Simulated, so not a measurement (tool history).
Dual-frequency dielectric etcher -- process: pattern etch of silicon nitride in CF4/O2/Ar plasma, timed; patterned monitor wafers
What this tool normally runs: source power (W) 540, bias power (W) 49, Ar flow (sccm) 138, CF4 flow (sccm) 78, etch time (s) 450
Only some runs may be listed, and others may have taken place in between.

| run | day | source power (W) | bias power (W) | Ar flow (sccm) | CF4 flow (sccm) | etch time (s) | wafers since the last listed run | hours since the last wet clean | hours since the last source power generator calibration | hours since the last bias power generator calibration | hours since the last Ar flow controller change | hours since the last CF4 flow controller change | hours since the last upper electrode change | hours since the gauge calibration | read-back reference wafer on the same gauge, depth_nm | mean etch depth across the wafer (nm) |
|---|---|---|---|---|---|---|---|---|---|---|---|---|---|---|---|---|
| 1 | 0 | 540 | 49 | 138 | 78 | 450 | 0 | 85 | 1285 | 55 | 312.4 | 4649.6 | 373.7 | 3336.1 | 692.3 | 738 |
| 2 | 4.083 | 540 | 49 | 138 | 78 | 450 | 385 | 183 | 1383 | 153 | 410.4 | 4747.6 | 471.7 | 3434.1 | 691.6 | 741.5 |
| 3 | 6.446 | 540 | 49 | 138 | 78 | 379.5 | 223 | 239.7 | 1439.7 | 209.7 | 467.1 | 4804.3 | 528.4 | 3490.8 | 691.9 | 618.5 |
| 4 | 8.083 | 650 | 49 | 138 | 78 | 450 | 154 | 279 | 1479 | 249 | 506.4 | 4843.6 | 567.7 | 3530.1 | 692.2 | 859.4 |
| 5 | 12.158 | 540 | 46 | 138 | 68 | 509 | 384 | 376.8 | 1576.8 | 346.8 | 604.2 | 4941.4 | 665.5 | 3627.9 | 692 | 785.5 |
| 6 | 14.808 | 540 | 49 | 138 | 78 | 450 | 250 | 440.4 | 1640.4 | 410.4 | 667.8 | 5005 | 729.1 | 3691.5 | 692.9 | 732.1 |
| 7 | 18.158 | 540 | 49 | 138 | 78 | 450 | 316 | 520.8 | 1720.8 | 490.8 | 748.2 | 5085.4 | 809.5 | 3771.9 | 692 | 733.8 |
| 8 | 20.217 | 670 | 49 | 138 | 78 | 450 | 194 | 570.2 | 1770.2 | 540.2 | 797.6 | 5134.8 | 858.9 | 3821.3 | 691.4 | 874.4 |
|  | 21.867 | CF4 flow controller replaced |
|  | 22.317 | wet clean of the chamber |
|  | 23.704 | gauge calibrated |
| 9 | 32.362 | 540 | 49 | 138 | 78 | 450 | 1080 | 241.1 | 2061.7 | 831.7 | 1089.1 | 251.9 | 1150.4 | 207.8 | 691.8 | 733.5 |
| 10 | 35.321 | 540 | 49 | 138 | 78 | 450 | 279 | 312.1 | 2132.7 | 902.7 | 1160.1 | 322.9 | 1221.4 | 278.8 | 692.4 | 730.9 |
| 11 | 39.35 | 540 | 49 | 160 | 78 | 450 | 380 | 408.8 | 2229.4 | 999.4 | 1256.8 | 419.6 | 1318.1 | 375.5 | 692.3 | 716.1 |
| 12 | 41.162 | 460 | 60 | 138 | 60 | 450 | 171 | 452.3 | 2272.9 | 1042.9 | 1300.3 | 463.1 | 1361.6 | 419 | 691.2 | 696.5 |
| 13 | 43.938 | 620 | 49 | 138 | 78 | 328.5 | 262 | 518.9 | 2339.5 | 1109.5 | 1366.9 | 529.7 | 1428.2 | 485.6 | 692.1 | 594.2 |
| 14 | 45.804 | 500 | 49 | 138 | 68 | 487.5 | 176 | 563.7 | 2384.3 | 1154.3 | 1411.7 | 574.5 | 1473 | 530.4 | 691.8 | 730.9 |
| 15 | 48.321 | 680 | 56 | 138 | 78 | 450 | 237 | 624.1 | 2444.7 | 1214.7 | 1472.1 | 634.9 | 1533.4 | 590.8 | 691.8 | 941.9 |
|  | 51.671 | wet clean of the chamber |
| 16 | 51.962 | 460 | 56 | 138 | 78 | 450 | 249 | 7 | 2532.1 | 1302.1 | 1559.5 | 722.3 | 1620.8 | 678.2 | 692.3 | 687.2 |
|  | 54.196 | source power generator calibrated |
|  | 59.917 | Ar flow controller replaced |
| 17 | 64.008 | 540 | 39 | 138 | 91 | 450 | 1098 | 296.1 | 235.5 | 1591.2 | 98.2 | 1011.4 | 1909.9 | 967.3 | 691.3 | 655.3 |
| 18 | 68.354 | 540 | 49 | 138 | 59 | 397.5 | 410 | 400.4 | 339.8 | 1695.5 | 202.5 | 1115.7 | 2014.2 | 1071.6 | 692.1 | 620.8 |
| 19 | 72.783 | 540 | 49 | 138 | 78 | 450 | 418 | 506.7 | 446.1 | 1801.8 | 308.8 | 1222 | 2120.5 | 1177.9 | 691.9 | 728.6 |
| 20 | 75.517 | 540 | 49 | 152 | 87 | 500 | 258 | 572.3 | 511.7 | 1867.4 | 374.4 | 1287.6 | 2186.1 | 1243.5 | 692.2 | 809.7 |
| 21 | 80.95 | 470 | 59 | 124 | 78 | 450 | 513 | 702.7 | 642.1 | 1997.8 | 504.8 | 1418 | 2316.5 | 1373.9 | 692.2 | 727 |
|  | 84.188 | wet clean of the chamber |
| 22 | 84.812 | 540 | 49 | 138 | 78 | 450 | 270 | 15 | 734.8 | 2090.5 | 597.5 | 1510.7 | 2409.2 | 1466.6 | 691.3 | 726.5 |

Measured result minus the same run's result without the hidden state. Both carry the same run-to-run variation, though not necessarily the same gauge scatter:
Unlogged tool condition in this case: etch rate over this chamber's usual, %; source power that arrives over what is set, %; bias power that arrives over what is set, %; Ar flow that arrives over what is set, %; CF4 flow that arrives over what is set, %; gauge reads high (%).
| run | mean etch depth across the wafer (nm) |
|---|---|
| 1 | -0.1 |
| 2 | -1 |
| 3 | -1.3 |
| 4 | -2.2 |
| 5 | -2.9 |
| 6 | -3.1 |
| 7 | -3.8 |
| 8 | -4.8 |
| 9 | -6 |
| 10 | -6.4 |
| 11 | -6.9 |
| 12 | -7.4 |
| 13 | -6.1 |
| 14 | -7.9 |
| 15 | -10.6 |
| 16 | -8.3 |
| 17 | -7.9 |
| 18 | -8.8 |
| 19 | -10.3 |
| 20 | -11.7 |
| 21 | -11.3 |
| 22 | -11.1 |
